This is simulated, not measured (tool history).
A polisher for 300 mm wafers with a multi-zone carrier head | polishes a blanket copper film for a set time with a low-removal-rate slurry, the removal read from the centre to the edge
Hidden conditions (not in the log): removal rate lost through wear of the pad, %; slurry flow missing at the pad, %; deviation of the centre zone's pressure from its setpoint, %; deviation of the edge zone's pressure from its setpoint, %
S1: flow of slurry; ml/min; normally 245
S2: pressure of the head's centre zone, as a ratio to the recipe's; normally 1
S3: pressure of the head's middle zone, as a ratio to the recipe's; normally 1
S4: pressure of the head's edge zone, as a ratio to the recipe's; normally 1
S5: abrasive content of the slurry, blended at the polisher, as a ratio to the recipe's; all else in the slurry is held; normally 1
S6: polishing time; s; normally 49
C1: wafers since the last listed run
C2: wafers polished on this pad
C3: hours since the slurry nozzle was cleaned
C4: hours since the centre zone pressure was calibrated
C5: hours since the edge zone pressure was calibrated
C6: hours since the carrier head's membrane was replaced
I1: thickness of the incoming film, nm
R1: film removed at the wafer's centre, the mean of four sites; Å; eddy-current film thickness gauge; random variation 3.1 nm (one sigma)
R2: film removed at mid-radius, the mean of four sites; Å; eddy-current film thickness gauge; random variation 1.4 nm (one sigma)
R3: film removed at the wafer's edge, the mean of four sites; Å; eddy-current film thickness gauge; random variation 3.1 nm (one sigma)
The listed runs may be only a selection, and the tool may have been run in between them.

run 1 hour=0 | S1=245 S2=1.07 S3=1 S4=1 S5=1 S6=49 | C1=0 C2=2030 C3=107 C4=472.6 C5=859.6 C6=905.7 | I1=1188.9 | R1=2041 R2=1973 R3=2078
-- hour=10.3 carrier head's membrane replaced by a new one
-- hour=30.8 worn pad replaced by a new one
run 2 hour=65.3 | S1=245 S2=1 S3=1 S4=1 S5=1 S6=49 | C1=344 C2=210 C3=172.3 C4=537.9 C5=924.9 C6=55 | I1=1191.1 | R1=1944 R2=1921 R3=2040
run 3 hour=108.4 | S1=215 S2=1 S3=1 S4=1.04 S5=0.9 S6=33 | C1=263 C2=474 C3=215.4 C4=581 C5=968 C6=98.1 | I1=1215.5 | R1=1217 R2=1251 R3=1364
run 4 hour=152.3 | S1=175 S2=1 S3=1.07 S4=1.04 S5=0.85 S6=49 | C1=268 C2=742 C3=259.3 C4=624.9 C5=1011.9 C6=142 | I1=1185 | R1=1805 R2=1858 R3=1991
run 5 hour=201.9 | S1=245 S2=1 S3=1 S4=1 S5=1 S6=49 | C1=303 C2=1046 C3=308.9 C4=674.5 C5=1061.5 C6=191.6 | I1=1193.3 | R1=1867 R2=1892 R3=2136
run 6 hour=240.4 | S1=245 S2=1 S3=1 S4=1 S5=1 S6=49 | C1=235 C2=1281 C3=347.4 C4=713 C5=1100 C6=230.1 | I1=1210 | R1=1924 R2=1890 R3=2040
run 7 hour=288.5 | S1=330 S2=1 S3=1 S4=1 S5=1 S6=49 | C1=294 C2=1575 C3=395.5 C4=761.1 C5=1148.1 C6=278.2 | I1=1191.5 | R1=1945 R2=1971 R3=2065
run 8 hour=336.6 | S1=215 S2=1.05 S3=1 S4=1 S5=1 S6=49 | C1=294 C2=1869 C3=443.6 C4=809.2 C5=1196.2 C6=326.3 | I1=1192.8 | R1=1945 R2=1881 R3=2012
run 9 hour=387.3 | S1=245 S2=1 S3=1 S4=1 S5=1 S6=49 | C1=310 C2=2179 C3=494.3 C4=859.9 C5=1246.9 C6=377 | I1=1218.3 | R1=1870 R2=1907 R3=2066
-- hour=402.8 slurry nozzle cleaned, repeated, since the last time left the tool worse
run 10 hour=437.8 | S1=245 S2=1.05 S3=0.94 S4=0.93 S5=1 S6=34 | C1=302 C2=2482 C3=35 C4=910.4 C5=1297.4 C6=427.5 | I1=1216.3 | R1=1507 R2=1340 R3=1447
-- hour=456.3 centre zone pressure recalibrated
-- hour=460.6 worn pad replaced by a new one
run 11 hour=498.4 | S1=245 S2=1.08 S3=1 S4=1 S5=1 S6=49 | C1=333 C2=231 C3=95.6 C4=42.1 C5=1358 C6=488.1 | I1=1209 | R1=2190 R2=2035 R3=2186
run 12 hour=536.2 | S1=245 S2=1 S3=1 S4=1 S5=1 S6=49 | C1=231 C2=462 C3=133.4 C4=79.9 C5=1395.8 C6=525.9 | I1=1193.6 | R1=2043 R2=2036 R3=2145
-- hour=543.6 edge zone pressure recalibrated
run 13 hour=605.9 | S1=245 S2=1 S3=1 S4=1 S5=1 S6=49 | C1=414 C2=876 C3=203.1 C4=149.6 C5=62.3 C6=595.6 | I1=1204 | R1=2050 R2=2037 R3=2134
run 14 hour=674.8 | S1=245 S2=1 S3=1 S4=0.88 S5=1 S6=49 | C1=421 C2=1297 C3=272 C4=218.5 C5=131.2 C6=664.5 | I1=1203.5 | R1=2050 R2=2014 R3=2031
run 15 hour=727.3 | S1=245 S2=0.95 S3=0.93 S4=1 S5=1 S6=49 | C1=321 C2=1618 C3=324.5 C4=271 C5=183.7 C6=717 | I1=1212.8 | R1=1991 R2=1920 R3=2105
run 16 hour=753.2 | S1=245 S2=1 S3=0.97 S4=1 S5=0.75 S6=64 | C1=158 C2=1777 C3=350.4 C4=296.9 C5=209.6 C6=742.9 | I1=1204.6 | R1=2464 R2=2397 R3=2606
-- hour=775.7 carrier head's membrane replaced by a new one
run 17 hour=785.7 | S1=245 S2=1 S3=1.05 S4=0.95 S5=0.9 S6=63 | C1=168 C2=1945 C3=382.9 C4=329.4 C5=242.1 C6=10 | I1=1221.5 | R1=2530 R2=2625 R3=2665
run 18 hour=847.8 | S1=245 S2=1 S3=1 S4=1 S5=1 S6=58 | C1=379 C2=2325 C3=445 C4=391.5 C5=304.2 C6=72.1 | I1=1212.2 | R1=2435 R2=2389 R3=2530
-- hour=899.6 worn pad replaced by a new one
run 19 hour=918.1 | S1=245 S2=1 S3=0.94 S4=1.11 S5=1 S6=49 | C1=405 C2=113 C3=515.3 C4=461.8 C5=374.5 C6=142.4 | I1=1180.9 | R1=2065 R2=1902 R3=2240
run 20 hour=952 | S1=245 S2=1 S3=1.12 S4=1.05 S5=1 S6=49 | C1=207 C2=320 C3=549.2 C4=495.7 C5=408.4 C6=176.3 | I1=1204.1 | R1=2009 R2=2209 R3=2181
run 21 hour=981.6 | S1=245 S2=1.1 S3=1 S4=1 S5=1 S6=64 | C1=181 C2=501 C3=578.8 C4=525.3 C5=438 C6=205.9 | I1=1201.5 | R1=2864 R2=2608 R3=2769
-- hour=1029.8 slurry nozzle cleaned
run 22 hour=1142.4 | S1=330 S2=1 S3=0.97 S4=1.03 S5=1 S6=34 | C1=977 C2=1478 C3=112.6 C4=686.1 C5=598.8 C6=366.7 | I1=1181.5 | R1=1471 R2=1402 R3=1526

Give the tool's hidden conditions for every run:
removal rate lost through wear of the pad, %: 0 across all the runs
deviation of the centre zone's pressure from its setpoint, %: 0 across all the runs
deviation of the edge zone's pressure from its setpoint, %: 0 across all the runs
H1: slurry flow missing at the pad, %
run=1 H1=40.4
run=2 H1=42.3
run=3 H1=43.6
run=4 H1=44.9
run=5 H1=46.4
run=6 H1=47.5
run=7 H1=48.9
run=8 H1=50.3
run=9 H1=51.8
run=10 H1=1.28
run=11 H1=3.06
run=12 H1=4.17
run=13 H1=6.22
run=14 H1=8.24
run=15 H1=9.78
run=16 H1=10.5
run=17 H1=11.5
run=18 H1=13.3
run=19 H1=15.4
run=20 H1=16.4
run=21 H1=17.2
run=22 H1=5

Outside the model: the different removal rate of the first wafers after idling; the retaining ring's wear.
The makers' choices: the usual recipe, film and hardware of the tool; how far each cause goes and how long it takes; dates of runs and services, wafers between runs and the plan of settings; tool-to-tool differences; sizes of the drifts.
